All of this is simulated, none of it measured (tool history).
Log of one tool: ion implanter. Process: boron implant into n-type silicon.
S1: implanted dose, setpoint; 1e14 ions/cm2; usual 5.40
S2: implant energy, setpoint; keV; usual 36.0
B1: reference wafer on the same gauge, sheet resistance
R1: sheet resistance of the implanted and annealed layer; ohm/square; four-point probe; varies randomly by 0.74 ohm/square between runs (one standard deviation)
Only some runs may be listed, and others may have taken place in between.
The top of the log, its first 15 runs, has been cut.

{"hour": 958.2, "done": "gauge calibrated"}
{"hour": 963.9, "done": "extraction supply calibrated"}
{"run": 16, "hour": 999.7, "S1": 5.4, "S2": 36.0, "B1": 216.95, "R1": 218.43}
{"run": 17, "hour": 1054.1, "S1": 6.8, "S2": 48.0, "B1": 216.96, "R1": 179.19}
{"run": 18, "hour": 1100.6, "S1": 4.44, "S2": 36.0, "B1": 217.13, "R1": 251.34}
{"run": 19, "hour": 1154.7, "S1": 5.4, "S2": 36.0, "B1": 216.96, "R1": 216.03}
{"run": 20, "hour": 1198.3, "S1": 6.58, "S2": 24.5, "B1": 217.04, "R1": 187.46}
{"run": 21, "hour": 1237.1, "S1": 5.4, "S2": 36.0, "B1": 216.7, "R1": 215.22}
{"run": 22, "hour": 1267.4, "S1": 5.4, "S2": 36.0, "B1": 217.29, "R1": 215.56}
{"run": 23, "hour": 1304.8, "S1": 5.4, "S2": 29.5, "B1": 216.88, "R1": 216.66}
{"run": 24, "hour": 1369.8, "S1": 5.4, "S2": 36.0, "B1": 216.5, "R1": 212.19}
{"run": 25, "hour": 1403.4, "S1": 6.93, "S2": 47.0, "B1": 216.81, "R1": 173.22}
{"hour": 1436.7, "done": "Faraday cup replaced and dose calibrated"}
{"run": 26, "hour": 1466.2, "S1": 6.67, "S2": 45.0, "B1": 217.32, "R1": 185.54}
{"run": 27, "hour": 1533.2, "S1": 4.21, "S2": 47.0, "B1": 216.68, "R1": 261.39}
{"run": 28, "hour": 1570.5, "S1": 5.4, "S2": 36.0, "B1": 216.81, "R1": 219.85}
{"run": 29, "hour": 1637.9, "S1": 4.05, "S2": 47.0, "B1": 217.03, "R1": 268.22}
{"run": 30, "hour": 1671.8, "S1": 6.67, "S2": 36.0, "B1": 216.8, "R1": 185.58}
{"run": 31, "hour": 1715.4, "S1": 5.4, "S2": 36.0, "B1": 216.95, "R1": 217.97}
{"run": 32, "hour": 1767.3, "S1": 6.24, "S2": 45.0, "B1": 216.92, "R1": 193.92}
{"run": 33, "hour": 1798.4, "S1": 4.08, "S2": 46.0, "B1": 217.16, "R1": 264.49}
{"run": 34, "hour": 1858.5, "S1": 5.4, "S2": 31.5, "B1": 216.78, "R1": 218.29}
{"run": 35, "hour": 1888.3, "S1": 6.28, "S2": 44.0, "B1": 217.14, "R1": 190.37}

Run 36 comes next. What will it give?
{"run": 36, "hour": 1913.1, "S1": 5.4, "S2": 36.0, "B1": "?", "R1": "?"}

Run 36 came out at B1 216.68, R1 215.73 ohm/square.
On a tool with no hidden condition, and with the same random variation, this run would have come out at R1 221.52 ohm/square.
